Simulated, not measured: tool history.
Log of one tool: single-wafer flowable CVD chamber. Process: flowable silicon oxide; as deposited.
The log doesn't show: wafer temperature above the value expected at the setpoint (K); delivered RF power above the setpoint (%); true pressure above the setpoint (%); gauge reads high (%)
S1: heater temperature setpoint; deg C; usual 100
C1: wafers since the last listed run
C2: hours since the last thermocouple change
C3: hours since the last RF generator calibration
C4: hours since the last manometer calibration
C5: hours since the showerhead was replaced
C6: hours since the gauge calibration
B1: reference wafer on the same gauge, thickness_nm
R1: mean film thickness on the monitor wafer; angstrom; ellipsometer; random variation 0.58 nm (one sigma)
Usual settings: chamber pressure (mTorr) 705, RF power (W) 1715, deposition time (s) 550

run 1 hour=0 | S1=100 chamber_pressure_(mTorr)=705 RF_power_(W)=1715 deposition_time_(s)=550 | C1=0 C2=158.4 C3=616.7 C4=2147.5 C5=5270.6 C6=261 | B1=297.049 | R1=2720.01
run 2 hour=24.5 | S1=100 chamber_pressure_(mTorr)=705 RF_power_(W)=1715 deposition_time_(s)=550 | C1=118 C2=182.9 C3=641.2 C4=2172 C5=5295.1 C6=285.5 | B1=296.797 | R1=2729.59
run 3 hour=238.1 | S1=100 chamber_pressure_(mTorr)=705 RF_power_(W)=1715 deposition_time_(s)=550 | C1=1029 C2=396.5 C3=854.8 C4=2385.6 C5=5508.7 C6=499.1 | B1=297.004 | R1=2717.83
run 4 hour=296.1 | S1=100 chamber_pressure_(mTorr)=705 RF_power_(W)=1715 deposition_time_(s)=550 | C1=279 C2=454.5 C3=912.8 C4=2443.6 C5=5566.7 C6=557.1 | B1=297.036 | R1=2719.95
run 5 hour=337.9 | S1=100 chamber_pressure_(mTorr)=705 RF_power_(W)=1715 deposition_time_(s)=550 | C1=201 C2=496.3 C3=954.6 C4=2485.4 C5=5608.5 C6=598.9 | B1=297.037 | R1=2724.8
run 6 hour=392 | S1=96 chamber_pressure_(mTorr)=705 RF_power_(W)=1625 deposition_time_(s)=550 | C1=260 C2=550.4 C3=1008.7 C4=2539.5 C5=5662.6 C6=653 | B1=296.89 | R1=3007.42
-- hour=477.7 showerhead replaced
-- hour=553.5 capacitance manometer re-zeroed and calibrated
run 7 hour=607.2 | S1=96 chamber_pressure_(mTorr)=705 RF_power_(W)=1625 deposition_time_(s)=550 | C1=959 C2=765.6 C3=1223.9 C4=53.7 C5=129.5 C6=868.2 | B1=296.891 | R1=3009.49
run 8 hour=662.5 | S1=100 chamber_pressure_(mTorr)=665 RF_power_(W)=1715 deposition_time_(s)=550 | C1=266 C2=820.9 C3=1279.2 C4=109 C5=184.8 C6=923.5 | B1=297.071 | R1=2570.14
-- hour=673.8 RF generator calibrated
-- hour=712.7 thermocouple changed; heater temperature recalibrated
run 9 hour=724 | S1=115 chamber_pressure_(mTorr)=869 RF_power_(W)=1835 deposition_time_(s)=500 | C1=219 C2=11.3 C3=50.2 C4=170.5 C5=246.3 C6=985 | B1=297.237 | R1=2012.3
-- hour=741.2 gauge calibrated
run 10 hour=772.1 | S1=100 chamber_pressure_(mTorr)=851 RF_power_(W)=1715 deposition_time_(s)=596 | C1=231 C2=59.4 C3=98.3 C4=218.6 C5=294.4 C6=30.9 | B1=297.382 | R1=3561.74
run 11 hour=819.9 | S1=100 chamber_pressure_(mTorr)=705 RF_power_(W)=1715 deposition_time_(s)=550 | C1=230 C2=107.2 C3=146.1 C4=266.4 C5=342.2 C6=78.7 | B1=296.908 | R1=2710.97
run 12 hour=881.3 | S1=100 chamber_pressure_(mTorr)=802 RF_power_(W)=1500 deposition_time_(s)=550 | C1=295 C2=168.6 C3=207.5 C4=327.8 C5=403.6 C6=140.1 | B1=296.892 | R1=2990.94
run 13 hour=908.4 | S1=96 chamber_pressure_(mTorr)=705 RF_power_(W)=1625 deposition_time_(s)=550 | C1=130 C2=195.7 C3=234.6 C4=354.9 C5=430.7 C6=167.2 | B1=297.045 | R1=3008.14
run 14 hour=944.2 | S1=100 chamber_pressure_(mTorr)=705 RF_power_(W)=1715 deposition_time_(s)=550 | C1=172 C2=231.5 C3=270.4 C4=390.7 C5=466.5 C6=203 | B1=297.154 | R1=2710.37
run 15 hour=982.9 | S1=100 chamber_pressure_(mTorr)=705 RF_power_(W)=1605 deposition_time_(s)=550 | C1=186 C2=270.2 C3=309.1 C4=429.4 C5=505.2 C6=241.7 | B1=297.087 | R1=2674.75
run 16 hour=1014.9 | S1=100 chamber_pressure_(mTorr)=633 RF_power_(W)=1440 deposition_time_(s)=653 | C1=154 C2=302.2 C3=341.1 C4=461.4 C5=537.2 C6=273.7 | B1=297.1 | R1=2774.68

4 ways to go on from here, each from the tool as it stands after run 16. What would each give?
run A hour=1015.5 | S1=100 chamber_pressure_(mTorr)=705 RF_power_(W)=1715 deposition_time_(s)=550 | C1=2 C2=302.8 C3=341.7 C4=462 C5=537.8 C6=274.3 | B1=? | R1=?
run B hour=1015.5 | S1=100 chamber_pressure_(mTorr)=873 RF_power_(W)=1715 deposition_time_(s)=518 | C1=2 C2=302.8 C3=341.7 C4=462 C5=537.8 C6=274.3 | B1=? | R1=?
run C hour=1015.5 | S1=100 chamber_pressure_(mTorr)=539 RF_power_(W)=1490 deposition_time_(s)=640 | C1=2 C2=302.8 C3=341.7 C4=462 C5=537.8 C6=274.3 | B1=? | R1=?
run D hour=1015.5 | S1=100 chamber_pressure_(mTorr)=773 RF_power_(W)=1715 deposition_time_(s)=550 | C1=2 C2=302.8 C3=341.7 C4=462 C5=537.8 C6=274.3 | B1=? | R1=?

run=A B1=296.944 R1=2718.31
run=B B1=296.944 R1=3166.09
run=C B1=296.944 R1=2349.32
run=D B1=296.944 R1=2978.81
Without the tool's hidden state the same runs would have given:
run=A R1=2718.31
run=B R1=3166.09
run=C R1=2349.32
run=D R1=2978.81

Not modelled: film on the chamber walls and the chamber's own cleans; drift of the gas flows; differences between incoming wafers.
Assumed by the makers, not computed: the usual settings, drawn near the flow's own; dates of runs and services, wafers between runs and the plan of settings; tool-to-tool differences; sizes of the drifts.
